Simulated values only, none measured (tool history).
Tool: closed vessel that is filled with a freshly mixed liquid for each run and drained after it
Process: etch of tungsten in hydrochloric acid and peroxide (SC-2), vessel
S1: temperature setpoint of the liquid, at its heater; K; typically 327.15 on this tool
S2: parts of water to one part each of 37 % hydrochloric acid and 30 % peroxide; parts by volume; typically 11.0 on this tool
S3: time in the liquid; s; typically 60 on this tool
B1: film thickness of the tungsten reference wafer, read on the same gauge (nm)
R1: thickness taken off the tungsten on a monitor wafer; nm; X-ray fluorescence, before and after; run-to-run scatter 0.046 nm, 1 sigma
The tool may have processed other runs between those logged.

Run 1, hour 0.0: usual settings; B1 50.02. Result: R1 11.57 nm.
Run 2, hour 30.0: usual settings; B1 50.00. Result: R1 11.56 nm.
At hour 37.0: gauge calibrated.
Run 3, hour 69.9: usual settings; B1 49.97. Result: R1 11.59 nm.
Run 4, hour 123.7: usual settings but S2 8.0 parts by volume; B1 49.98. Result: R1 15.02 nm.
Run 5, hour 168.3: usual settings but S2 8.0 parts by volume; B1 50.02. Result: R1 14.99 nm.
Run 6, hour 227.9: usual settings; B1 49.98. Result: R1 11.51 nm.
Run 7, hour 276.7: usual settings but S1 320.15 K; B1 50.02. Result: R1 7.19 nm.
Run 8, hour 307.3: usual settings but S1 320.15 K; B1 50.01. Result: R1 7.17 nm.
Run 9, hour 335.6: usual settings but S1 320.15 K; B1 50.00. Result: R1 7.19 nm.
At hour 367.1: chemicals flow meter replaced.
At hour 377.6: new drum of peroxide connected.
Run 10, hour 387.1: usual settings but S1 331.15 K; B1 50.01. Result: R1 15.86 nm.
At hour 391.7: thermometer replaced.
Run 11, hour 429.5: usual settings but S1 331.15 K; B1 50.01. Result: R1 15.76 nm.
Run 12, hour 471.0: usual settings but S1 324.65 K, S3 80 s; B1 49.99. Result: R1 13.90 nm.
Run 13, hour 538.1: usual settings but S1 324.65 K, S3 80 s; B1 49.99. Result: R1 13.83 nm.
Run 14, hour 599.9: usual settings but S1 322.15 K, S2 15.5 parts by volume; B1 50.02. Result: R1 6.47 nm.
Run 15, hour 654.5: usual settings but S1 329.65 K, S2 13.5 parts by volume, S3 85 s; B1 50.00. Result: R1 16.92 nm.
Run 16, hour 698.0: usual settings; B1 49.96. Result: R1 12.15 nm.
At hour 734.0: gauge calibrated.
Run 17, hour 734.4: usual settings but S1 318.65 K, S3 75 s; B1 49.99. Result: R1 8.57 nm.
Run 18, hour 778.2: usual settings but S2 13.5 parts by volume, S3 80 s; B1 49.99. Result: R1 13.49 nm.
Run 19, hour 806.0: usual settings but S2 7.0 parts by volume, S3 90 s; B1 50.01. Result: R1 26.32 nm.
Run 20, hour 842.6: usual settings but S1 321.65 K; B1 50.03. Result: R1 8.40 nm.
Run 21, hour 868.1: usual settings; B1 50.01. Result: R1 12.16 nm.
Run 22, hour 903.8: usual settings but S3 45 s; B1 49.99. Result: R1 8.99 nm.
Run 23, hour 932.1: usual settings but S3 90 s; B1 50.01. Result: R1 18.04 nm.
At hour 977.5: new drum of peroxide connected.
Run 24, hour 988.8: usual settings but S2 14.5 parts by volume; B1 50.00. Result: R1 9.48 nm.
At hour 1005.9: thermometer replaced.
Run 25, hour 1045.9: usual settings but S2 14.0 parts by volume, S3 40 s; B1 49.99. Result: R1 6.46 nm.
Run 26, hour 1097.0: usual settings; B1 50.00. Result: R1 11.89 nm.

Alternative continuations, all from the tool just after run 26; predict every row:
Run A, hour 1097.7: usual settings but S2 14.0 parts by volume; B1 ?. Result: R1 ?.
Run B, hour 1097.7: usual settings but S1 321.65 K, S2 9.5 parts by volume, S3 90 s; B1 ?. Result: R1 ?.
Run C, hour 1097.7: usual settings but S2 15.0 parts by volume; B1 ?. Result: R1 ?.

run     B1     R1
  A  50.01   9.66
  B  50.01  14.04
  C  50.01   9.09
Had the tool no hidden state, the same runs would have come out as:
run     R1
  A  10.01
  B  14.51
  C   9.42

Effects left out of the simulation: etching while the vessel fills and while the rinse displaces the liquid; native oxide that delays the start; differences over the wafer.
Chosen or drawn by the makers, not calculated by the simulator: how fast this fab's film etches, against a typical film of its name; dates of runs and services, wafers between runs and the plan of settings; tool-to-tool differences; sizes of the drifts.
